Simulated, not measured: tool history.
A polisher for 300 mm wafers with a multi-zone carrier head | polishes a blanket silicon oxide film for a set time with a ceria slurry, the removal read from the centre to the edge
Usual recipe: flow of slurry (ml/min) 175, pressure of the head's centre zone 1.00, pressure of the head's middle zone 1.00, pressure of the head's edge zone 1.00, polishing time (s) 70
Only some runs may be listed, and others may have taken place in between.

run,hour,flow of slurry (ml/min),pressure of the head's centre zone,pressure of the head's middle zone,pressure of the head's edge zone,polishing time (s),"incoming thickness of the incoming film, nm",film removed at the wafer's centre (angstrom),film removed at mid-radius (angstrom),film removed at the wafer's edge (angstrom)
1,0.0,175,1.00,1.00,0.94,70,1297.9,2598,2644,2551
2,48.9,175,1.00,1.00,1.00,70,1301.4,2588,2626,2603
3,203.7,175,1.00,1.00,1.00,70,1303.9,2479,2585,2556
4,256.7,175,1.00,1.00,1.00,70,1287.1,2470,2526,2560
5,285.5,175,1.00,0.92,1.00,55,1286.9,1916,1846,1991
# hour 308.6: worn pad replaced by a new one
6,309.8,175,1.00,1.00,1.00,89,1282.4,3109,3208,3226
7,342.5,215,1.00,1.00,1.00,70,1291.1,2628,2662,2640
8,368.7,175,0.93,1.00,1.00,70,1286.8,2262,2488,2514
9,417.0,175,0.90,1.11,1.09,70,1316.6,2195,2730,2616
10,444.9,140,1.04,1.00,1.00,70,1292.1,2312,2325,2413
# hour 456.6: edge zone pressure recalibrated
11,513.7,175,1.00,1.00,0.89,88,1301.4,2998,3103,3020
# hour 589.8: slurry nozzle cleaned
# hour 603.9: worn pad replaced by a new one
12,618.2,175,1.00,1.00,1.00,70,1293.0,2696,2734,2688
13,646.4,175,1.00,1.00,1.11,70,1319.6,2670,2712,2817
# hour 654.1: centre zone pressure recalibrated
14,682.7,175,1.00,1.00,1.00,70,1283.0,2653,2715,2656
15,727.4,175,1.00,1.00,1.00,70,1305.4,2609,2673,2649
16,779.8,120,1.00,0.90,0.95,70,1307.8,2268,2189,2413
17,833.7,175,1.00,0.88,1.00,70,1313.5,2566,2343,2572
18,885.6,175,1.07,1.00,1.00,70,1299.8,2716,2578,2593
# hour 897.7: worn pad replaced by a new one
19,915.0,175,1.00,1.12,1.00,70,1293.5,2523,2834,2593
# hour 937.7: carrier head's membrane replaced by a new one
20,975.9,155,0.91,1.06,1.11,70,1303.6,2216,2608,2623
21,1002.1,175,1.00,1.00,1.00,70,1318.2,2485,2560,2557
# hour 1018.1: edge zone pressure recalibrated
22,1051.1,210,1.00,1.00,1.00,70,1304.0,2539,2664,2640

Measured less the same run without the tool's hidden state. The same run-to-run variation is in both; the gauge's scatter may not be:
Hidden state at play: removal rate lost through wear of the pad, %; slurry flow missing at the pad, %; deviation of the centre zone's pressure from its setpoint, %; deviation of the edge zone's pressure from its setpoint, %.
run,film removed at the wafer's centre (angstrom),film removed at mid-radius (angstrom),film removed at the wafer's edge (angstrom)
1,-125,-112,-78
2,-157,-141,-99
3,-234,-214,-150
4,-257,-229,-163
5,-207,-174,-132
6,-348,-313,-221
7,-245,-218,-156
8,-271,-260,-183
9,-274,-298,-199
10,-380,-328,-227
11,-402,-362,-245
12,-32,-28,-20
13,-51,-46,-35
14,-77,-70,-50
15,-105,-95,-68
16,-180,-149,-111
17,-165,-133,-104
18,-203,-169,-120
19,-201,-199,-129
20,-227,-232,-163
21,-233,-210,-148
22,-208,-194,-138
